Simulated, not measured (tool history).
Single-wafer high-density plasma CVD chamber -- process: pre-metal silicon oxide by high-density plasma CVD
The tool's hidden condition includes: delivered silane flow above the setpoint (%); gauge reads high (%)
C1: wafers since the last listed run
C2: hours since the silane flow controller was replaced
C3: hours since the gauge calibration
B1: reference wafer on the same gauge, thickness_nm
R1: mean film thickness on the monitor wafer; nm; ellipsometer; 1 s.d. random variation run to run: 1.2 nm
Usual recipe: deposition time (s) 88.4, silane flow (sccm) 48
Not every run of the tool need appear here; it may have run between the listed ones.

Run 1, hour 0: usual settings; C1 0; C2 2931.2; C3 679.8; B1 489.964. Result: R1 458.528 nm.
Run 2, hour 47.8: usual settings; C1 710; C2 2979; C3 727.6; B1 490.007. Result: R1 457.758 nm.
Run 3, hour 92.4: usual settings; C1 662; C2 3023.6; C3 772.2; B1 490.007. Result: R1 459.032 nm.
Run 4, hour 174.1: usual settings but deposition time (s) 97.5; C1 1213; C2 3105.3; C3 853.9; B1 490.113. Result: R1 505.448 nm.
Run 5, hour 219.2: usual settings but silane flow (sccm) 52; C1 670; C2 3150.4; C3 899; B1 489.967. Result: R1 488.969 nm.
Run 6, hour 316.2: usual settings but silane flow (sccm) 52; C1 1441; C2 3247.4; C3 996; B1 489.908. Result: R1 486.643 nm.
Run 7, hour 406.5: usual settings; C1 1341; C2 3337.7; C3 1086.3; B1 490.154. Result: R1 456.491 nm.
Run 8, hour 510: usual settings; C1 1537; C2 3441.2; C3 1189.8; B1 489.649. Result: R1 458.94 nm.
Run 9, hour 590.7: usual settings; C1 1199; C2 3521.9; C3 1270.5; B1 489.976. Result: R1 456.172 nm.
At hour 672.8: gauge calibrated.
Run 10, hour 690.7: usual settings but deposition time (s) 96.2; C1 1485; C2 3621.9; C3 17.9; B1 489.832. Result: R1 498.855 nm.
Run 11, hour 746.8: usual settings but deposition time (s) 96.2; C1 833; C2 3678; C3 74; B1 489.856. Result: R1 498.579 nm.
Run 12, hour 793: usual settings but deposition time (s) 96.2; C1 686; C2 3724.2; C3 120.2; B1 490.29. Result: R1 497.475 nm.
Run 13, hour 841.1: usual settings; C1 714; C2 3772.3; C3 168.3; B1 489.971. Result: R1 458.857 nm.
At hour 866.8: silane flow controller replaced.
Run 14, hour 906.6: usual settings; C1 854; C2 39.8; C3 233.8; B1 490.094. Result: R1 444.309 nm.
Run 15, hour 965.4: usual settings; C1 873; C2 98.6; C3 292.6; B1 489.736. Result: R1 445.935 nm.
Run 16, hour 1016.3: usual settings; C1 756; C2 149.5; C3 343.5; B1 490.091. Result: R1 446.374 nm.
Run 17, hour 1110.9: usual settings but deposition time (s) 101.2, silane flow (sccm) 42; C1 1405; C2 244.1; C3 438.1; B1 490.081. Result: R1 458.776 nm.
Run 18, hour 1209.6: usual settings but deposition time (s) 76.8, silane flow (sccm) 51; C1 1466; C2 342.8; C3 536.8; B1 489.855. Result: R1 409.482 nm.
Run 19, hour 1279.1: usual settings but deposition time (s) 101.6, silane flow (sccm) 39; C1 1032; C2 412.3; C3 606.3; B1 489.884. Result: R1 436.442 nm.
Run 20, hour 1369.4: usual settings but deposition time (s) 93.1, silane flow (sccm) 43; C1 1341; C2 502.6; C3 696.6; B1 490.033. Result: R1 432.261 nm.
Run 21, hour 1438.9: usual settings but deposition time (s) 104.4, silane flow (sccm) 40; C1 1032; C2 572.1; C3 766.1; B1 490.198. Result: R1 463.421 nm.
Run 22, hour 1509.1: usual settings but silane flow (sccm) 40; C1 1043; C2 642.3; C3 836.3; B1 489.955. Result: R1 391.959 nm.
Run 23, hour 1563.6: usual settings; C1 809; C2 696.8; C3 890.8; B1 489.838. Result: R1 453.474 nm.
Run 24, hour 1613.6: usual settings but deposition time (s) 82.4; C1 742; C2 746.8; C3 940.8; B1 490.178. Result: R1 420.613 nm.
Run 25, hour 1714.5: usual settings but deposition time (s) 98.3, silane flow (sccm) 52; C1 1499; C2 847.7; C3 1041.7; B1 489.881. Result: R1 534.869 nm.
Run 26, hour 1782.4: usual settings but deposition time (s) 74.9, silane flow (sccm) 42; C1 1008; C2 915.6; C3 1109.6; B1 490.054. Result: R1 346.054 nm.
Run 27, hour 1835.2: usual settings but deposition time (s) 71.1, silane flow (sccm) 55; C1 784; C2 968.4; C3 1162.4; B1 490.06. Result: R1 407.634 nm.
Run 28, hour 1896.5: usual settings; C1 910; C2 1029.7; C3 1223.7; B1 489.909. Result: R1 453.659 nm.
Run 29, hour 1959.9: usual settings but deposition time (s) 82.2, silane flow (sccm) 40; C1 942; C2 1093.1; C3 1287.1; B1 490.149. Result: R1 364.991 nm.
Run 30, hour 2038: usual settings but deposition time (s) 93.3, silane flow (sccm) 39; C1 1160; C2 1171.2; C3 1365.2; B1 489.991. Result: R1 405.673 nm.
Run 31, hour 2095.2: usual settings but silane flow (sccm) 53; C1 849; C2 1228.4; C3 1422.4; B1 489.905. Result: R1 494.147 nm.

Run-by-run hidden state of the tool:
gauge reads high (%): 0 in every run
H1: delivered silane flow above the setpoint (%)
run     H1
  1   4.61
  2   4.62
  3   4.64
  4   4.66
  5   4.68
  6    4.7
  7   4.73
  8   4.75
  9   4.77
 10   4.79
 11    4.8
 12    4.8
 13   4.81
 14  0.567
 15  0.828
 16   1.04
 17   1.42
 18   1.78
 19   2.01
 20   2.29
 21   2.49
 22   2.69
 23   2.83
 24   2.95
 25   3.19
 26   3.33
 27   3.44
 28   3.56
 29   3.67
 30   3.81
 31    3.9

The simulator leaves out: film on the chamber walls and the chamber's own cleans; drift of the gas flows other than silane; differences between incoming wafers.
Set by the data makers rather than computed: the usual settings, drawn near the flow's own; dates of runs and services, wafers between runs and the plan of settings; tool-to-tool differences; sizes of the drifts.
